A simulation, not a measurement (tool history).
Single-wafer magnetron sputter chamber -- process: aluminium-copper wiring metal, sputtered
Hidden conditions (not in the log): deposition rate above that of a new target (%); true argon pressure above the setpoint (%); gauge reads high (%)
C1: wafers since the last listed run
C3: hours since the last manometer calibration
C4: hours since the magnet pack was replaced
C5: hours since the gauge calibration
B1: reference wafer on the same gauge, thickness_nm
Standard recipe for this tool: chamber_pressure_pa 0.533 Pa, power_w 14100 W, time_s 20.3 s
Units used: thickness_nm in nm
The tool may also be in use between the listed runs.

Run 1, day 0.000: usual settings but power_w 12600 W; C1 0; wafers on the sputter target 6198; C3 1220.8; C4 4779.9; C5 783.5; B1 378.274. Result: thickness_nm 402.897 nm.
Run 2, day 1.067: usual settings; C1 716; wafers on the sputter target 6914; C3 1246.4; C4 4805.5; C5 809.1; B1 378.362. Result: thickness_nm 446.310 nm.
Run 3, day 2.875: usual settings; C1 1214; wafers on the sputter target 8129; C3 1289.8; C4 4848.9; C5 852.5; B1 377.825. Result: thickness_nm 451.183 nm.
At day 3.633: sputter target and shields replaced.
Run 4, day 3.875: usual settings; C1 447; wafers on the sputter target 161; C3 1313.8; C4 4872.9; C5 876.5; B1 378.282. Result: thickness_nm 451.116 nm.
Run 5, day 5.025: usual settings; C1 772; wafers on the sputter target 933; C3 1341.4; C4 4900.5; C5 904.1; B1 377.775. Result: thickness_nm 449.085 nm.
At day 5.633: magnet pack replaced.
Run 6, day 6.029: usual settings; C1 450; wafers on the sputter target 1384; C3 1365.5; C4 9.5; C5 928.2; B1 378.139. Result: thickness_nm 452.766 nm.
Run 7, day 6.750: usual settings; C1 484; wafers on the sputter target 1868; C3 1382.8; C4 26.8; C5 945.5; B1 377.814. Result: thickness_nm 446.395 nm.
Run 8, day 8.088: usual settings; C1 898; wafers on the sputter target 2766; C3 1414.9; C4 58.9; C5 977.6; B1 377.814. Result: thickness_nm 447.214 nm.
Run 9, day 9.400: usual settings; C1 881; wafers on the sputter target 3648; C3 1446.4; C4 90.4; C5 1009.1; B1 377.878. Result: thickness_nm 449.797 nm.
Run 10, day 10.258: usual settings; C1 576; wafers on the sputter target 4224; C3 1467.0; C4 111.0; C5 1029.7; B1 378.042. Result: thickness_nm 448.348 nm.
Run 11, day 11.612: usual settings; C1 909; wafers on the sputter target 5134; C3 1499.5; C4 143.5; C5 1062.2; B1 378.025. Result: thickness_nm 449.170 nm.
Run 12, day 12.404: usual settings; C1 531; wafers on the sputter target 5666; C3 1518.5; C4 162.5; C5 1081.2; B1 378.321. Result: thickness_nm 449.359 nm.
Run 13, day 13.404: usual settings but chamber_pressure_pa 0.351 Pa, power_w 16700 W, time_s 17.7 s; C1 671; wafers on the sputter target 6337; C3 1542.5; C4 186.5; C5 1105.2; B1 378.261. Result: thickness_nm 493.635 nm.
At day 14.333: sputter target and shields replaced.
Run 14, day 14.588: usual settings; C1 570; wafers on the sputter target 169; C3 1570.9; C4 214.9; C5 1133.6; B1 378.366. Result: thickness_nm 453.544 nm.
Run 15, day 15.521: usual settings but power_w 15100 W, time_s 18.9 s; C1 626; wafers on the sputter target 796; C3 1593.3; C4 237.3; C5 1156.0; B1 378.060. Result: thickness_nm 450.171 nm.
Run 16, day 16.100: usual settings but chamber_pressure_pa 0.370 Pa, power_w 16500 W; C1 389; wafers on the sputter target 1185; C3 1607.2; C4 251.2; C5 1169.9; B1 377.491. Result: thickness_nm 561.841 nm.
Run 17, day 17.171: usual settings but chamber_pressure_pa 0.634 Pa, power_w 16600 W, time_s 19.2 s; C1 719; wafers on the sputter target 1905; C3 1632.9; C4 276.9; C5 1195.6; B1 378.158. Result: thickness_nm 486.228 nm.
Run 18, day 17.675: usual settings but power_w 12800 W; C1 338; wafers on the sputter target 2243; C3 1645.0; C4 289.0; C5 1207.7; B1 378.071. Result: thickness_nm 407.017 nm.
Run 19, day 18.988: usual settings but chamber_pressure_pa 0.419 Pa, power_w 12150 W; C1 881; wafers on the sputter target 3125; C3 1676.5; C4 320.5; C5 1239.2; B1 378.142. Result: thickness_nm 400.235 nm.
At day 19.562: capacitance manometer re-zeroed and calibrated.
Run 20, day 20.146: usual settings but power_w 10750 W; C1 554; wafers on the sputter target 3679; C3 14.0; C4 348.3; C5 1267.0; B1 378.055. Result: thickness_nm 339.795 nm.
At day 20.425: gauge calibrated.
Run 21, day 21.100: usual settings but power_w 12150 W; C1 640; wafers on the sputter target 4320; C3 36.9; C4 371.2; C5 16.2; B1 378.373. Result: thickness_nm 383.828 nm.
Run 22, day 22.462: usual settings but chamber_pressure_pa 0.436 Pa, power_w 15900 W, time_s 18.4 s; C1 915; wafers on the sputter target 5235; C3 69.6; C4 403.9; C5 48.9; B1 378.025. Result: thickness_nm 473.498 nm.
Run 23, day 23.892: usual settings but chamber_pressure_pa 0.394 Pa; C1 959; wafers on the sputter target 6195; C3 103.9; C4 438.2; C5 83.2; B1 378.407. Result: thickness_nm 469.727 nm.
Run 24, day 24.792: usual settings but chamber_pressure_pa 0.654 Pa, power_w 11550 W, time_s 17.9 s; C1 604; wafers on the sputter target 6799; C3 125.5; C4 459.8; C5 104.8; B1 377.483. Result: thickness_nm 316.355 nm.
Run 25, day 25.504: usual settings; C1 478; wafers on the sputter target 7278; C3 142.6; C4 476.9; C5 121.9; B1 377.705. Result: thickness_nm 451.065 nm.
Run 26, day 26.508: usual settings; C1 674; wafers on the sputter target 7953; C3 166.7; C4 501.0; C5 146.0; B1 378.538. Result: thickness_nm 454.803 nm.
At day 27.538: sputter target and shields replaced.
Run 27, day 27.675: usual settings but chamber_pressure_pa 0.428 Pa, power_w 17450 W, time_s 17.1 s; C1 559; wafers on the sputter target 93; C3 194.7; C4 529.0; C5 174.0; B1 377.842. Result: thickness_nm 487.165 nm.
Run 28, day 28.458: usual settings; C1 526; wafers on the sputter target 619; C3 213.5; C4 547.8; C5 192.8; B1 378.125. Result: thickness_nm 451.793 nm.
Run 29, day 29.283: usual settings but power_w 12450 W, time_s 17.2 s; C1 554; wafers on the sputter target 1173; C3 233.3; C4 567.6; C5 212.6; B1 377.984. Result: thickness_nm 337.335 nm.
Run 30, day 29.929: usual settings but chamber_pressure_pa 0.730 Pa, power_w 12150 W; C1 433; wafers on the sputter target 1607; C3 248.8; C4 583.1; C5 228.1; B1 378.122. Result: thickness_nm 364.286 nm.
Run 31, day 31.117: usual settings but chamber_pressure_pa 0.347 Pa, power_w 10600 W, time_s 17.0 s; C1 797; wafers on the sputter target 2405; C3 277.3; C4 611.6; C5 256.6; B1 378.287. Result: thickness_nm 300.191 nm.
Run 32, day 32.425: usual settings but chamber_pressure_pa 0.443 Pa, time_s 17.0 s; C1 878; wafers on the sputter target 3284; C3 308.7; C4 643.0; C5 288.0; B1 378.315. Result: thickness_nm 388.846 nm.
Run 33, day 33.425: usual settings but chamber_pressure_pa 0.440 Pa, power_w 16150 W, time_s 23.5 s; C1 671; wafers on the sputter target 3955; C3 332.7; C4 667.0; C5 312.0; B1 377.919. Result: thickness_nm 611.144 nm.
Run 34, day 34.133: usual settings but chamber_pressure_pa 0.369 Pa; C1 475; wafers on the sputter target 4431; C3 349.7; C4 684.0; C5 329.0; B1 377.805. Result: thickness_nm 475.503 nm.
Run 35, day 34.904: usual settings but chamber_pressure_pa 0.690 Pa, power_w 11150 W; C1 517; wafers on the sputter target 4949; C3 368.2; C4 702.5; C5 347.5; B1 378.026. Result: thickness_nm 337.880 nm.

State the hidden condition of the tool at each of the runs:
deposition rate above that of a new target (%): 0 on each run
true argon pressure above the setpoint (%): 0 on each run
gauge reads high (%): 0 on each run
